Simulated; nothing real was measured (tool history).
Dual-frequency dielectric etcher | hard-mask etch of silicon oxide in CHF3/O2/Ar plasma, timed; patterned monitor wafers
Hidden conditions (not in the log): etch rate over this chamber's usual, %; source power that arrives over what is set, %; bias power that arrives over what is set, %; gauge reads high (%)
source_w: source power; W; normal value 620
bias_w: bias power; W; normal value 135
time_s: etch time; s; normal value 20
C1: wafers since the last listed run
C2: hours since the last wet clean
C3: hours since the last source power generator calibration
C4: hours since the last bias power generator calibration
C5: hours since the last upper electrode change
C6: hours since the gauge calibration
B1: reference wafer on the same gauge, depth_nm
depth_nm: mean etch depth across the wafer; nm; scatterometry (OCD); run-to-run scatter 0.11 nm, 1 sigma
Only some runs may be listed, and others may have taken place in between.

Run 1, hour 0: usual settings but time_s 22.5 s; C1 0; C2 236.8; C3 4066.7; C4 1222.7; C5 5559.3; C6 219.8; B1 31. Result: depth_nm 40.37 nm.
Run 2, hour 19.2: usual settings but time_s 22.5 s; C1 218; C2 256; C3 4085.9; C4 1241.9; C5 5578.5; C6 239; B1 31. Result: depth_nm 40.42 nm.
Run 3, hour 44.4: usual settings but time_s 22.5 s; C1 287; C2 281.2; C3 4111.1; C4 1267.1; C5 5603.7; C6 264.2; B1 31.01. Result: depth_nm 40.38 nm.
Run 4, hour 73.4: usual settings; C1 330; C2 310.2; C3 4140.1; C4 1296.1; C5 5632.7; C6 293.2; B1 31. Result: depth_nm 35.92 nm.
Run 5, hour 94.8: usual settings; C1 243; C2 331.6; C3 4161.5; C4 1317.5; C5 5654.1; C6 314.6; B1 31.01. Result: depth_nm 35.86 nm.
Run 6, hour 107.6: usual settings; C1 145; C2 344.4; C3 4174.3; C4 1330.3; C5 5666.9; C6 327.4; B1 30.99. Result: depth_nm 35.87 nm.
Run 7, hour 132.9: usual settings; C1 288; C2 369.7; C3 4199.6; C4 1355.6; C5 5692.2; C6 352.7; B1 30.99. Result: depth_nm 35.89 nm.
Run 8, hour 157.9: usual settings but time_s 23 s; C1 285; C2 394.7; C3 4224.6; C4 1380.6; C5 5717.2; C6 377.7; B1 30.99. Result: depth_nm 41.47 nm.
Run 9, hour 193.5: usual settings but time_s 23 s; C1 405; C2 430.3; C3 4260.2; C4 1416.2; C5 5752.8; C6 413.3; B1 31.01. Result: depth_nm 41.43 nm.
Run 10, hour 206.3: usual settings but bias_w 143 W; C1 145; C2 443.1; C3 4273; C4 1429; C5 5765.6; C6 426.1; B1 31.01. Result: depth_nm 36.58 nm.
At hour 234.3: upper electrode replaced, of another model than before.
At hour 252.5: wet clean of the chamber.
Run 11, hour 253: usual settings but source_w 720 W, time_s 22.5 s; C1 51; C2 0.5; C3 4319.7; C4 1475.7; C5 18.7; C6 472.8; B1 31.01. Result: depth_nm 42.35 nm.
Run 12, hour 270.4: usual settings but bias_w 123 W, time_s 22.5 s; C1 198; C2 17.9; C3 4337.1; C4 1493.1; C5 36.1; C6 490.2; B1 30.99. Result: depth_nm 38.3 nm.
At hour 277.1: gauge calibrated.
At hour 281.9: source power generator calibrated.
At hour 286.3: bias power generator calibrated.
Run 13, hour 292: usual settings but bias_w 109 W, time_s 22.5 s; C1 155; C2 39.5; C3 10.1; C4 5.7; C5 57.7; C6 14.9; B1 31. Result: depth_nm 36.15 nm.
Run 14, hour 308.6: usual settings but bias_w 114 W; C1 189; C2 56.1; C3 26.7; C4 22.3; C5 74.3; C6 31.5; B1 31.02. Result: depth_nm 33.07 nm.
Run 15, hour 342.4: usual settings but bias_w 123 W, time_s 22.5 s; C1 385; C2 89.9; C3 60.5; C4 56.1; C5 108.1; C6 65.3; B1 31.02. Result: depth_nm 38.27 nm.
Run 16, hour 365.9: usual settings but source_w 760 W, bias_w 120 W, time_s 15 s; C1 267; C2 113.4; C3 84; C4 79.6; C5 131.6; C6 88.8; B1 31.01. Result: depth_nm 27.4 nm.
Run 17, hour 385.5: usual settings; C1 223; C2 133; C3 103.6; C4 99.2; C5 151.2; C6 108.4; B1 31. Result: depth_nm 35.67 nm.
Run 18, hour 400.2: usual settings but bias_w 159 W; C1 167; C2 147.7; C3 118.3; C4 113.9; C5 165.9; C6 123.1; B1 30.98. Result: depth_nm 38.35 nm.
Run 19, hour 430.5: usual settings but source_w 730 W; C1 345; C2 178; C3 148.6; C4 144.2; C5 196.2; C6 153.4; B1 31.02. Result: depth_nm 38 nm.
Run 20, hour 454.9: usual settings but source_w 770 W; C1 278; C2 202.4; C3 173; C4 168.6; C5 220.6; C6 177.8; B1 31.03. Result: depth_nm 38.98 nm.

Each run again, without the hidden state but with its own random variation kept:
run  depth_nm
  1     39.94
  2     39.95
  3     39.87
  4     35.44
  5     35.35
  6     35.34
  7     35.33
  8     40.79
  9     40.69
 10     35.92
 11     42.28
 12     38.21
 13     36.03
 14     32.95
 15     38.08
 16     27.24
 17     35.43
 18     38.08
 19     37.69
 20     38.62
